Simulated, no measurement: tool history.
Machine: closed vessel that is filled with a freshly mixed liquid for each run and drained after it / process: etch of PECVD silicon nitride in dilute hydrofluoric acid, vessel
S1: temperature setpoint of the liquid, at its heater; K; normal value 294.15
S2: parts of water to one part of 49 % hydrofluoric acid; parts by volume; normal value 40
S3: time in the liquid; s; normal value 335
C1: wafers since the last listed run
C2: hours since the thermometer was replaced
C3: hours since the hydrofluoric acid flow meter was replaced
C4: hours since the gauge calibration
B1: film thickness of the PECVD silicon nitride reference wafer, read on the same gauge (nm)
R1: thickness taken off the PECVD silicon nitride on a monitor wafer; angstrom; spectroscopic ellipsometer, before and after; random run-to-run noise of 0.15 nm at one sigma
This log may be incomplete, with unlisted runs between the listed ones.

| run | hour | S1 | S2 | S3 | C1 | C2 | C3 | C4 | B1 | R1 |
|---|---|---|---|---|---|---|---|---|---|---|
| 1 | 0.0 | 294.15 | 40 | 335 | 0 | 1454.1 | 1740.9 | 160.0 | 69.98 | 225.6 |
| 2 | 30.3 | 294.15 | 40 | 335 | 1752 | 1484.4 | 1771.2 | 190.3 | 70.02 | 228.3 |
| 3 | 55.5 | 294.15 | 40 | 335 | 1457 | 1509.6 | 1796.4 | 215.5 | 70.00 | 228.5 |
| 4 | 74.7 | 294.15 | 40 | 335 | 1110 | 1528.8 | 1815.6 | 234.7 | 70.02 | 230.4 |
| 5 | 106.9 | 296.15 | 40 | 335 | 1862 | 1561.0 | 1847.8 | 266.9 | 70.00 | 262.6 |
| 6 | 136.2 | 296.15 | 40 | 335 | 1694 | 1590.3 | 1877.1 | 296.2 | 69.98 | 258.5 |
|  | 152.5 | thermometer replaced |
| 7 | 160.2 | 294.15 | 35 | 335 | 1330 | 7.7 | 1901.1 | 320.2 | 69.97 | 225.7 |
| 8 | 179.5 | 295.65 | 45 | 240 | 1116 | 27.0 | 1920.4 | 339.5 | 70.00 | 139.8 |
| 9 | 193.4 | 294.15 | 40 | 335 | 803 | 40.9 | 1934.3 | 353.4 | 70.02 | 199.9 |
|  | 220.3 | gauge calibrated |
| 10 | 222.6 | 294.15 | 45 | 145 | 1688 | 70.1 | 1963.5 | 2.3 | 70.00 | 77.1 |

Run 11, settings as shown, results not yet in. Your forecast:
|  | 313.5 | hydrofluoric acid flow meter replaced |
| 11 | 316.7 | 294.15 | 40 | 335 | 5384 | 164.2 | 3.2 | 96.4 | ? | ? |

{"run 11": {"B1": 70.02, "R1": 200.7}}
With no hidden state in the tool, this same run would have given R1 196.9 angstrom.
